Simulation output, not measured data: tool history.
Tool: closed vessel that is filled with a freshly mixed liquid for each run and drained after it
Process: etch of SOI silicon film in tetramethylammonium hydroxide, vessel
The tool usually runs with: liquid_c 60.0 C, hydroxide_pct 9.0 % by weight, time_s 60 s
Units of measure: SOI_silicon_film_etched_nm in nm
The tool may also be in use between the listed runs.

| run | day | liquid_c | hydroxide_pct | time_s | wafers since the last listed run | hours since the thermometer was replaced | hours since the hydroxide flow meter was replaced | hours since the gauge calibration | read-back film thickness of the SOI silicon film reference wafer, read on the same gauge (nm) | SOI_silicon_film_etched_nm |
|---|---|---|---|---|---|---|---|---|---|---|
| 1 | 0.000 | 60.0 | 10.0 | 60 | 0 | 450.8 | 1910.4 | 216.6 | 119.98 | 225.39 |
| 2 | 1.412 | 60.0 | 10.0 | 60 | 2867 | 484.7 | 1944.3 | 250.5 | 120.00 | 225.91 |
| 3 | 2.858 | 60.0 | 9.0 | 60 | 2934 | 519.4 | 1979.0 | 285.2 | 120.01 | 233.58 |
| 4 | 3.642 | 60.0 | 9.0 | 60 | 1590 | 538.2 | 1997.8 | 304.0 | 120.03 | 232.71 |
| 5 | 4.825 | 60.0 | 9.0 | 70 | 2401 | 566.6 | 2026.2 | 332.4 | 119.98 | 271.42 |
| 6 | 5.821 | 60.0 | 9.0 | 70 | 2021 | 590.5 | 2050.1 | 356.3 | 119.98 | 271.67 |
| 7 | 7.258 | 60.0 | 9.0 | 70 | 2917 | 625.0 | 2084.6 | 390.8 | 119.98 | 272.07 |
|  | 8.046 | hydroxide flow meter replaced |
| 8 | 8.088 | 60.0 | 9.0 | 60 | 1598 | 644.9 | 1.0 | 410.7 | 119.98 | 241.98 |
| 9 | 9.208 | 60.0 | 9.0 | 60 | 2275 | 671.8 | 27.9 | 437.6 | 119.99 | 242.69 |
| 10 | 9.758 | 60.0 | 9.0 | 60 | 1116 | 685.0 | 41.1 | 450.8 | 120.00 | 243.41 |
| 11 | 10.479 | 60.0 | 9.0 | 60 | 1463 | 702.3 | 58.4 | 468.1 | 120.01 | 242.92 |
| 12 | 11.500 | 60.0 | 9.0 | 60 | 2072 | 726.8 | 82.9 | 492.6 | 120.02 | 243.03 |
| 13 | 12.162 | 54.5 | 7.5 | 95 | 1344 | 742.7 | 98.8 | 508.5 | 120.00 | 286.96 |
| 14 | 13.454 | 60.0 | 9.0 | 60 | 2621 | 773.7 | 129.8 | 539.5 | 119.99 | 242.05 |
| 15 | 14.933 | 60.0 | 6.5 | 60 | 3002 | 809.2 | 165.3 | 575.0 | 119.99 | 266.67 |
|  | 15.579 | thermometer replaced |
| 16 | 16.346 | 60.0 | 9.0 | 60 | 2782 | 18.4 | 199.2 | 608.9 | 119.99 | 245.56 |
|  | 16.562 | gauge calibrated |
| 17 | 17.142 | 55.0 | 11.0 | 35 | 1615 | 37.5 | 218.3 | 13.9 | 120.00 | 96.85 |
| 18 | 18.492 | 60.0 | 9.0 | 60 | 2740 | 69.9 | 250.7 | 46.3 | 120.02 | 246.57 |
| 19 | 19.483 | 60.0 | 10.5 | 30 | 2012 | 93.7 | 274.5 | 70.1 | 120.00 | 115.69 |
| 20 | 20.783 | 54.5 | 9.0 | 60 | 2638 | 124.9 | 305.7 | 101.3 | 119.98 | 172.77 |
| 21 | 21.346 | 60.0 | 9.0 | 60 | 1141 | 138.4 | 319.2 | 114.8 | 120.00 | 245.24 |
| 22 | 21.954 | 60.0 | 7.0 | 70 | 1234 | 153.0 | 333.8 | 129.4 | 120.01 | 308.35 |
| 23 | 23.350 | 60.0 | 10.5 | 90 | 2833 | 186.5 | 367.3 | 162.9 | 119.97 | 344.37 |
| 24 | 24.100 | 67.0 | 10.5 | 35 | 1522 | 204.5 | 385.3 | 180.9 | 119.99 | 206.76 |

Entry by entry between the runs, the difference in hidden state between the last listed run before and the first listed run after:
After run 7, before run 8: hydroxide flow meter replaced (day 8.046)
  liquid colder than its thermometer reads (K): 0.278 -> 0.285; hydroxide flow above the setpoint (%): 12.8 -> 0.154
  measured value less the no-hidden-state value, SOI_silicon_film_etched_nm: -17.88 -> -4.58 nm
After run 15, before run 16: thermometer replaced (day 15.579)
  liquid colder than its thermometer reads (K): 0.348 -> 0.0257; hydroxide flow above the setpoint (%): 1.03 -> 1.21
  measured value less the no-hidden-state value, SOI_silicon_film_etched_nm: -6.60 -> -1.55 nm
After run 16, before run 17: gauge calibrated (day 16.562)
  liquid colder than its thermometer reads (K): 0.0257 -> 0.033; hydroxide flow above the setpoint (%): 1.21 -> 1.31
  measured value less the no-hidden-state value, SOI_silicon_film_etched_nm: -1.55 -> -0.64 nm
